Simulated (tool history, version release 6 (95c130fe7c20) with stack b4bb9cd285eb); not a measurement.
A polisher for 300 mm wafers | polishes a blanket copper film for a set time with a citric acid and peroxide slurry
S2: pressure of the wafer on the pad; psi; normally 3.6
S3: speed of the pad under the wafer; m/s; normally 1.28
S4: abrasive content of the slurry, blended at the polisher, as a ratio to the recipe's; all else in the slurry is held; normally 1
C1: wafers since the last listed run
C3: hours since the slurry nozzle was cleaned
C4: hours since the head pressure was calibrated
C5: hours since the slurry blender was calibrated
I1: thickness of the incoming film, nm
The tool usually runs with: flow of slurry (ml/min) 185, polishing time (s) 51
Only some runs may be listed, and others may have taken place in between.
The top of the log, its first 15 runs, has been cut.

Run 16, hour 1091.1: usual settings; C1 1670; wafers polished on this pad 4564; C3 427.5; C4 799.5; C5 479.9; I1 708.5. Result: film removed (Å) 1474.
At hour 1114.2: worn pad replaced by a new one.
At hour 1174.3: slurry blender recalibrated.
Run 17, hour 1184.1: usual settings; C1 793; wafers polished on this pad 619; C3 520.5; C4 892.5; C5 9.8; I1 716.2. Result: film removed (Å) 1598.
Run 18, hour 1223.5: usual settings; C1 359; wafers polished on this pad 979; C3 559.9; C4 931.9; C5 49.2; I1 719.7. Result: film removed (Å) 1571.
Run 19, hour 1301.3: usual settings but S2 4.4 psi; C1 709; wafers polished on this pad 1688; C3 637.7; C4 1009.7; C5 127; I1 725.9. Result: film removed (Å) 1832.
At hour 1323.9: slurry nozzle cleaned.
Run 20, hour 1355.3: usual settings but polishing time (s) 61; C1 483; wafers polished on this pad 2172; C3 31.4; C4 1063.7; C5 181; I1 713.9. Result: film removed (Å) 1829.
At hour 1395.2: head pressure recalibrated.
Run 21, hour 1398.9: usual settings but flow of slurry (ml/min) 225; C1 379; wafers polished on this pad 2552; C3 75; C4 3.7; C5 224.6; I1 721. Result: film removed (Å) 1577.
Run 22, hour 1487.8: usual settings but flow of slurry (ml/min) 210, S3 1.14 m/s; C1 811; wafers polished on this pad 3363; C3 163.9; C4 92.6; C5 313.5; I1 714.5. Result: film removed (Å) 1370.
Run 23, hour 1580.5: usual settings but flow of slurry (ml/min) 155, S2 3.1 psi, S3 1.66 m/s, S4 0.85; C1 845; wafers polished on this pad 4209; C3 256.6; C4 185.3; C5 406.2; I1 728. Result: film removed (Å) 1596.
Run 24, hour 1628.6: usual settings; C1 438; wafers polished on this pad 4648; C3 304.7; C4 233.4; C5 454.3; I1 733.3. Result: film removed (Å) 1463.
Run 25, hour 1704.5: usual settings but flow of slurry (ml/min) 145, S2 4.6 psi, S3 0.86 m/s, S4 0.75; C1 692; wafers polished on this pad 5340; C3 380.6; C4 309.3; C5 530.2; I1 717.3. Result: film removed (Å) 1113.
At hour 1759.5: worn pad replaced by a new one.
Run 26, hour 1784.3: usual settings but S4 1.15, polishing time (s) 42; C1 691; wafers polished on this pad 226; C3 460.4; C4 389.1; C5 610; I1 728.7. Result: film removed (Å) 1220.
At hour 1808.8: slurry blender recalibrated.
Run 27, hour 1868.2: usual settings but S2 4.3 psi; C1 747; wafers polished on this pad 973; C3 544.3; C4 473; C5 59.4; I1 735.1. Result: film removed (Å) 1836.
Run 28, hour 1904.7: usual settings but flow of slurry (ml/min) 220, S4 0.9; C1 333; wafers polished on this pad 1306; C3 580.8; C4 509.5; C5 95.9; I1 713.3. Result: film removed (Å) 1553.
At hour 1937.9: slurry nozzle cleaned.
Run 29, hour 1953.4: usual settings but flow of slurry (ml/min) 205; C1 435; wafers polished on this pad 1741; C3 15.5; C4 558.2; C5 144.6; I1 712.6. Result: film removed (Å) 1543.
Run 30, hour 2016.5: usual settings but polishing time (s) 35; C1 575; wafers polished on this pad 2317; C3 78.6; C4 621.3; C5 207.7; I1 731.7. Result: film removed (Å) 1081.

Forecast run 31:
Run 31, hour 2104: usual settings but S3 1.44 m/s; C1 798; wafers polished on this pad 3116; C3 166.1; C4 708.8; C5 295.2; I1 715. Result: film removed (Å) ?.

For run 31 the tool returned film removed (Å) 1697.
Take away the tool's hidden state, keep the run-to-run variation as it was, and the same run would have given film removed (Å) 1780.
